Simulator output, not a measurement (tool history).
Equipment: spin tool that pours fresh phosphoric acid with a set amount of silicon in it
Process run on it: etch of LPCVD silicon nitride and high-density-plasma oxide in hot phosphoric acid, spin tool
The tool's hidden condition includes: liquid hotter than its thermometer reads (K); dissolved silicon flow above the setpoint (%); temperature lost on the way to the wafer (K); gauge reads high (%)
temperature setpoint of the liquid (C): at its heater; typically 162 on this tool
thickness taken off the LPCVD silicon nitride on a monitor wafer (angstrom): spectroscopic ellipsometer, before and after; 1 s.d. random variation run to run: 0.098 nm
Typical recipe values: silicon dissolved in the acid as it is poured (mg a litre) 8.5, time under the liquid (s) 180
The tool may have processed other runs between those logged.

run,hour,temperature setpoint of the liquid (C),silicon dissolved in the acid as it is poured (mg a litre),time under the liquid (s),wafers since the last listed run,hours since the thermometer was replaced,hours since the dissolved silicon flow meter was replaced,hours since the heated supply line was repaired,hours since the gauge calibration,"read-back film thickness of the LPCVD silicon nitride reference wafer, read on the same gauge (nm)",thickness taken off the LPCVD silicon nitride on a monitor wafer (angstrom)
1,0,162,8.5,180,0,276.1,107,1898.7,1446.8,89.98,146.1
2,43.7,162,8.5,180,174,319.8,150.7,1942.4,1490.5,90.03,146.8
3,102.1,162,8.5,180,233,378.2,209.1,2000.8,1548.9,90.02,146.8
4,205.6,162,8.5,180,413,481.7,312.6,2104.3,1652.4,90.03,145
5,293.2,163.5,8.5,180,349,569.3,400.2,2191.9,1740,89.96,152.4
6,362.6,163.5,8.5,180,277,638.7,469.6,2261.3,1809.4,90.01,153
# hour 401.3: thermometer replaced
7,454.4,162,8.5,225,362,53.1,561.4,2353.1,1901.2,90.01,179.7
# hour 599.1: gauge calibrated
# hour 635.2: dissolved silicon flow meter replaced
8,721.8,162,8.5,180,1063,320.5,86.6,2620.5,122.7,90,141.2
9,828.2,163.5,8.5,240,424,426.9,193,2726.9,229.1,90.04,197.5
10,928.1,162,8.5,180,398,526.8,292.9,2826.8,329,90.01,140.2
11,1012.8,162,8.5,180,338,611.5,377.6,2911.5,413.7,90.03,140.9
# hour 1070.8: thermometer replaced
12,1119.2,163.5,2,180,420,48.4,484,3017.9,520.1,89.99,146.4
13,1205,162,8.5,115,342,134.2,569.8,3103.7,605.9,89.99,89.4
14,1245.1,162,8.5,180,160,174.3,609.9,3143.8,646,89.97,138.2
# hour 1259.4: heated supply line repaired
15,1289,164,8.5,180,171,218.2,653.8,29.6,689.9,90.06,168.1
16,1343.8,162,8.5,180,218,273,708.6,84.4,744.7,89.98,156.7
# hour 1367.5: dissolved silicon flow meter replaced
17,1405.5,161,15.5,100,242,334.7,38,146.1,806.4,90.01,83.4
18,1472.3,162,2.5,180,266,401.5,104.8,212.9,873.2,89.99,156
19,1539.9,162,8.5,180,269,469.1,172.4,280.5,940.8,89.99,154.1
20,1586.4,162,1.5,215,185,515.6,218.9,327,987.3,89.96,185.2
21,1659.1,160.5,3,210,290,588.3,291.6,399.7,1060,90,169.7

What would each run have given without the hidden state, its run-to-run variation left as it was?
run,thickness taken off the LPCVD silicon nitride on a monitor wafer (angstrom)
1,158.2
2,159.3
3,159.6
4,158.3
5,166.9
6,167.9
7,198.1
8,157.3
9,220.8
10,157.3
11,158.7
12,165.4
13,101.5
14,157.2
15,170.8
16,159.5
17,85.2
18,159.6
19,158.1
20,190.3
21,174.9
